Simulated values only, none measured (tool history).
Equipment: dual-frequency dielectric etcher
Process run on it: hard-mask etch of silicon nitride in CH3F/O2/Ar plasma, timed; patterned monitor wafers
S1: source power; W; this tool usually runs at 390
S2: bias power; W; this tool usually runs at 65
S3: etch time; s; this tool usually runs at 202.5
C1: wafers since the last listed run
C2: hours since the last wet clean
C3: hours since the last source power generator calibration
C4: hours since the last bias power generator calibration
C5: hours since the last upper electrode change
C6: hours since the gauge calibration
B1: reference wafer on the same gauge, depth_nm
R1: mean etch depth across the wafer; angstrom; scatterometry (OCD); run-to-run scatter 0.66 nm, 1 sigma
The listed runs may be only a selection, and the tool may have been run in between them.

run    hour   S1  S2     S3   C1     C2      C3      C4      C5      C6     B1    R1
  1       0  430  65  202.5    0  136.6  1592.1   592.5  2527.6   506.8  117.3  1363
  2    67.3  390  65  175.5  562  203.9  1659.4   659.8  2594.9   574.1  117.3  1155
  3   158.1  390  65  175.5  759  294.7  1750.2   750.6  2685.7   664.9    118  1158
  4   235.7  390  65  175.5  648  372.3  1827.8   828.2  2763.3   742.5  118.2  1153
      358.9  -- upper electrode replaced
  5   359.4  390  65  202.5  833    496  1951.5   951.9     0.5   866.2  118.5  1350
      401.3  -- wet clean of the chamber
  6     436  390  65  202.5  439   34.7  2028.1  1028.5    77.1   942.8    119  1339
  7   538.6  390  65  202.5  857  137.3  2130.7  1131.1   179.7  1045.4  119.4  1361
  8   585.5  390  65  202.5  392  184.2  2177.6    1178   226.6  1092.3  119.8  1362
  9   662.5  390  65  202.5  643  261.2  2254.6    1255   303.6  1169.3  120.3  1357
 10   735.3  390  65  202.5  608    334  2327.4  1327.8   376.4  1242.1  120.6  1361
      753.6  -- source power generator calibrated
 11   829.5  390  65  202.5  754  428.2    75.9    1422   470.6  1336.3  121.4  1369
      880.3  -- gauge calibrated
      896.6  -- wet clean of the chamber
 12   924.5  390  65  221.5  593   27.9   170.9    1517   565.6    44.2  116.5  1448
 13   971.3  330  72  202.5  391   74.7   217.7  1563.8   612.4      91    117  1291
 14  1031.9  340  76  248.5  506  135.3   278.3  1624.4     673   151.6  116.6  1618
 15  1108.9  390  65  202.5  643  212.3   355.3  1701.4     750   228.6  116.8  1334
 16    1188  360  50  202.5  661  291.4   434.4  1780.5   829.1   307.7  116.8  1183
 17    1263  390  53  202.5  627  366.4   509.4  1855.5   904.1   382.7  117.1  1252
     1336.6  -- wet clean of the chamber
 18  1337.1  440  71  202.5  418    0.5   583.5  1929.6   978.2   456.8  117.1  1416
 19  1393.6  390  65  202.5  472     57     640  1986.1  1034.7   513.3  117.2  1337
     1470.1  -- bias power generator calibrated
 20  1493.7  420  51    179  803  157.1   740.1    23.6  1134.8   613.4  117.9  1121
 21  1580.9  470  65  202.5  729  244.3   827.3   110.8    1222   700.6    118  1411
 22  1642.7  390  75  202.5  516  306.1   889.1   172.6  1283.8   762.4  118.3  1400
 23  1704.7  310  81  202.5  518  368.1   951.1   234.6  1345.8   824.4  118.4  1343
 24  1769.1  390  65  202.5  538  432.5  1015.5     299  1410.2   888.8  118.7  1333
 25  1842.6  390  51  202.5  614    506    1089   372.5  1483.7   962.3  119.1  1261
     1890.7  -- wet clean of the chamber
 26  1919.2  360  72  202.5  439   28.5  1165.6   449.1  1560.3  1038.9  119.5  1363
 27  1967.3  390  65  202.5  402   76.6  1213.7   497.2  1608.4    1087  119.9  1357
 28  2045.6  390  65  202.5  654  154.9    1292   575.5  1686.7  1165.3  120.3  1364

List, for all runs, the conditions of the tool that the log does not record:
etch rate over this chamber's usual, %: 0 at every run
source power that arrives over what is set, %: 0 at every run
bias power that arrives over what is set, %: 0 at every run
H1: gauge reads high (%)
run       H1
  1    0.217
  2     0.38
  3    0.633
  4    0.878
  5     1.33
  6     1.64
  7      2.1
  8     2.32
  9     2.71
 10     3.11
 11     3.65
 12    -0.26
 13   -0.246
 14   -0.213
 15   -0.147
 16  -0.0518
 17   0.0646
 18    0.204
 19    0.328
 20    0.581
 21    0.839
 22     1.04
 23     1.26
 24     1.51
 25     1.82
 26     2.16
 27     2.39
 28     2.79
